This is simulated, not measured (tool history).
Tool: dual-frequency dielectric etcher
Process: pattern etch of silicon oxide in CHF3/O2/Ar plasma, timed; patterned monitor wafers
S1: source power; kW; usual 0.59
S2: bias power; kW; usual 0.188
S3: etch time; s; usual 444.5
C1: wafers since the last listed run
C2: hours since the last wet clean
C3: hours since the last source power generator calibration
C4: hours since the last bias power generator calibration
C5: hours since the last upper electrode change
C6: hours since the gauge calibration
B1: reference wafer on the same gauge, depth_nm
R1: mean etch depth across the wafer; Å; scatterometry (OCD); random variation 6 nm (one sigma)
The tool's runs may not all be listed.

run 1 hour=0 | S1=0.59 S2=0.188 S3=444.5 | C1=0 C2=22.3 C3=3806.6 C4=3152.3 C5=3022.7 C6=485.7 | B1=850.3 | R1=8529
run 2 hour=46.5 | S1=0.59 S2=0.188 S3=444.5 | C1=195 C2=68.8 C3=3853.1 C4=3198.8 C5=3069.2 C6=532.2 | B1=850.6 | R1=8541
run 3 hour=96.3 | S1=0.59 S2=0.188 S3=444.5 | C1=209 C2=118.6 C3=3902.9 C4=3248.6 C5=3119 C6=582 | B1=850.6 | R1=8513
run 4 hour=130.5 | S1=0.59 S2=0.188 S3=444.5 | C1=143 C2=152.8 C3=3937.1 C4=3282.8 C5=3153.2 C6=616.2 | B1=852.1 | R1=8415
run 5 hour=179 | S1=0.59 S2=0.188 S3=444.5 | C1=204 C2=201.3 C3=3985.6 C4=3331.3 C5=3201.7 C6=664.7 | B1=854.1 | R1=8543
run 6 hour=210.1 | S1=0.59 S2=0.188 S3=444.5 | C1=130 C2=232.4 C3=4016.7 C4=3362.4 C5=3232.8 C6=695.8 | B1=852.6 | R1=8472
run 7 hour=242 | S1=0.59 S2=0.188 S3=479.5 | C1=134 C2=264.3 C3=4048.6 C4=3394.3 C5=3264.7 C6=727.7 | B1=851.2 | R1=9051
run 8 hour=270.7 | S1=0.59 S2=0.188 S3=479.5 | C1=120 C2=293 C3=4077.3 C4=3423 C5=3293.4 C6=756.4 | B1=850.6 | R1=8991
-- hour=340.5 wet clean of the chamber
run 9 hour=341 | S1=0.59 S2=0.188 S3=479.5 | C1=194 C2=0.5 C3=4147.6 C4=3493.3 C5=3363.7 C6=826.7 | B1=849.8 | R1=9226
run 10 hour=351.8 | S1=0.59 S2=0.188 S3=444.5 | C1=45 C2=11.3 C3=4158.4 C4=3504.1 C5=3374.5 C6=837.5 | B1=849.6 | R1=8573
-- hour=394.9 source power generator calibrated
run 11 hour=401.4 | S1=0.59 S2=0.188 S3=444.5 | C1=191 C2=60.9 C3=6.5 C4=3553.7 C5=3424.1 C6=887.1 | B1=851.5 | R1=8493
run 12 hour=429.2 | S1=0.59 S2=0.188 S3=444.5 | C1=117 C2=88.7 C3=34.3 C4=3581.5 C5=3451.9 C6=914.9 | B1=850.2 | R1=8612
run 13 hour=471.1 | S1=0.59 S2=0.188 S3=444.5 | C1=176 C2=130.6 C3=76.2 C4=3623.4 C5=3493.8 C6=956.8 | B1=852.4 | R1=8519
run 14 hour=501.8 | S1=0.71 S2=0.188 S3=331 | C1=129 C2=161.3 C3=106.9 C4=3654.1 C5=3524.5 C6=987.5 | B1=849.9 | R1=6573
-- hour=522.6 bias power generator calibrated
-- hour=552.7 gauge calibrated
-- hour=586.5 upper electrode replaced
run 15 hour=587 | S1=0.67 S2=0.223 S3=364 | C1=240 C2=246.5 C3=192.1 C4=64.4 C5=0.5 C6=34.3 | B1=849.9 | R1=7585
run 16 hour=630.6 | S1=0.64 S2=0.226 S3=444.5 | C1=183 C2=290.1 C3=235.7 C4=108 C5=44.1 C6=77.9 | B1=851.4 | R1=9131

Run 17 comes next. What will it give?
run 17 hour=658.2 | S1=0.59 S2=0.15 S3=347 | C1=116 C2=317.7 C3=263.3 C4=135.6 C5=71.7 C6=105.5 | B1=? | R1=?

B1: 851.8
R1: 6024 Å
Without the tool's hidden state the same run would have given R1 6250 Å.

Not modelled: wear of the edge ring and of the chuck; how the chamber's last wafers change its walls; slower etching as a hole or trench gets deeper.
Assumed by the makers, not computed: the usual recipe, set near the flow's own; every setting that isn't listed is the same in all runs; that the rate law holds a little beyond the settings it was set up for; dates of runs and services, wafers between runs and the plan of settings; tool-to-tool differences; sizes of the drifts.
